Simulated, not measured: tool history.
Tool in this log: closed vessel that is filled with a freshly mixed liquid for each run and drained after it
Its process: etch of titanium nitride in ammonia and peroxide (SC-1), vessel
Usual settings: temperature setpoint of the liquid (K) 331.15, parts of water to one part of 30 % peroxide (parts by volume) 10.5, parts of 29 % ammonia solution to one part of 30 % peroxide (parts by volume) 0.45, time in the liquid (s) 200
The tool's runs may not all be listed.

run,hour,temperature setpoint of the liquid (K),parts of water to one part of 30 % peroxide (parts by volume),parts of 29 % ammonia solution to one part of 30 % peroxide (parts by volume),time in the liquid (s),wafers since the last listed run,hours since the thermometer was replaced,hours since the ammonia flow meter was replaced,hours since the drum of ammonia solution was connected,hours since the gauge calibration,"read-back film thickness of the titanium nitride reference wafer, read on the same gauge (nm)",thickness taken off the titanium nitride on a monitor wafer (nm)
1,0.0,331.15,7.0,0.45,150,0,226.6,982.7,352.1,1061.8,120.00,13.99
2,24.2,331.15,10.5,0.45,200,1347,250.8,1006.9,376.3,1086.0,120.01,15.37
3,52.2,331.15,10.5,0.45,200,1559,278.8,1034.9,404.3,1114.0,119.99,15.35
4,77.4,331.15,10.5,0.45,200,1403,304.0,1060.1,429.5,1139.2,120.00,15.43
5,110.5,331.15,12.0,0.25,255,1843,337.1,1093.2,462.6,1172.3,120.02,16.26
6,127.1,331.15,14.0,0.60,155,924,353.7,1109.8,479.2,1188.9,120.00,10.86
7,143.0,331.15,13.5,0.45,120,885,369.6,1125.7,495.1,1204.8,120.01,8.18
8,171.5,331.15,10.5,0.45,200,1587,398.1,1154.2,523.6,1233.3,120.00,15.56
9,193.6,331.15,15.5,0.45,300,1230,420.2,1176.3,545.7,1255.4,120.02,18.96
10,220.4,339.15,10.5,0.35,200,1492,447.0,1203.1,572.5,1282.2,119.99,25.00
# hour 229.3: new drum of ammonia solution connected
11,233.8,336.15,8.5,0.45,200,690,460.4,1216.5,4.5,1295.6,119.99,23.80
12,268.0,331.15,10.5,0.30,85,1904,494.6,1250.7,38.7,1329.8,120.02,6.18
# hour 271.5: thermometer replaced
13,347.9,331.15,10.5,0.45,200,4393,76.4,1330.6,118.6,1409.7,120.00,15.01
# hour 354.2: gauge calibrated
# hour 354.5: ammonia flow meter replaced
14,379.4,331.15,5.5,0.60,140,1698,107.9,24.9,150.1,25.2,120.00,15.14
15,404.8,331.15,13.0,0.45,200,1414,133.3,50.3,175.5,50.6,120.00,13.37
16,418.7,324.15,10.5,0.45,145,774,147.2,64.2,189.4,64.5,120.00,6.80
17,443.9,331.15,10.5,0.45,200,1403,172.4,89.4,214.6,89.7,120.01,15.15
18,476.4,331.15,10.5,0.45,200,1809,204.9,121.9,247.1,122.2,120.00,15.06
19,504.8,340.15,6.5,0.45,200,1581,233.3,150.3,275.5,150.6,120.00,34.83
20,529.5,327.65,13.0,0.45,200,1375,258.0,175.0,300.2,175.3,119.98,10.74
21,551.1,331.15,10.5,0.45,200,1202,279.6,196.6,321.8,196.9,120.01,15.22
22,565.6,331.15,14.0,0.45,200,807,294.1,211.1,336.3,211.4,119.98,13.25
23,596.6,331.15,10.5,0.45,100,1726,325.1,242.1,367.3,242.4,120.01,7.71
24,620.6,328.65,10.5,0.40,240,1336,349.1,266.1,391.3,266.4,120.01,15.26
25,642.0,331.15,10.5,0.45,200,1191,370.5,287.5,412.7,287.8,120.03,15.28
26,672.3,331.15,10.5,0.45,200,1687,400.8,317.8,443.0,318.1,120.00,15.44
27,698.3,331.15,10.5,0.45,155,1447,426.8,343.8,469.0,344.1,119.98,11.95

Below are 5 alternative next runs, each starting from the tool's condition after run 27. Predict each:
A,699.0,331.15,10.5,0.35,200,38,427.5,344.5,469.7,344.8,?,?
B,699.0,331.15,5.5,0.45,200,38,427.5,344.5,469.7,344.8,?,?
C,699.0,325.65,10.5,0.40,200,38,427.5,344.5,469.7,344.8,?,?
D,699.0,331.15,5.5,0.65,285,38,427.5,344.5,469.7,344.8,?,?
E,699.0,335.65,10.5,0.65,280,38,427.5,344.5,469.7,344.8,?,?

run,"read-back film thickness of the titanium nitride reference wafer, read on the same gauge (nm)",thickness taken off the titanium nitride on a monitor wafer (nm)
A,119.99,14.85
B,119.99,21.51
C,119.99,10.51
D,119.99,32.44
E,119.99,31.10
What these runs would have given with no unlogged condition in the tool:
run,thickness taken off the titanium nitride on a monitor wafer (nm)
A,14.35
B,20.78
C,10.14
D,31.34
E,30.07

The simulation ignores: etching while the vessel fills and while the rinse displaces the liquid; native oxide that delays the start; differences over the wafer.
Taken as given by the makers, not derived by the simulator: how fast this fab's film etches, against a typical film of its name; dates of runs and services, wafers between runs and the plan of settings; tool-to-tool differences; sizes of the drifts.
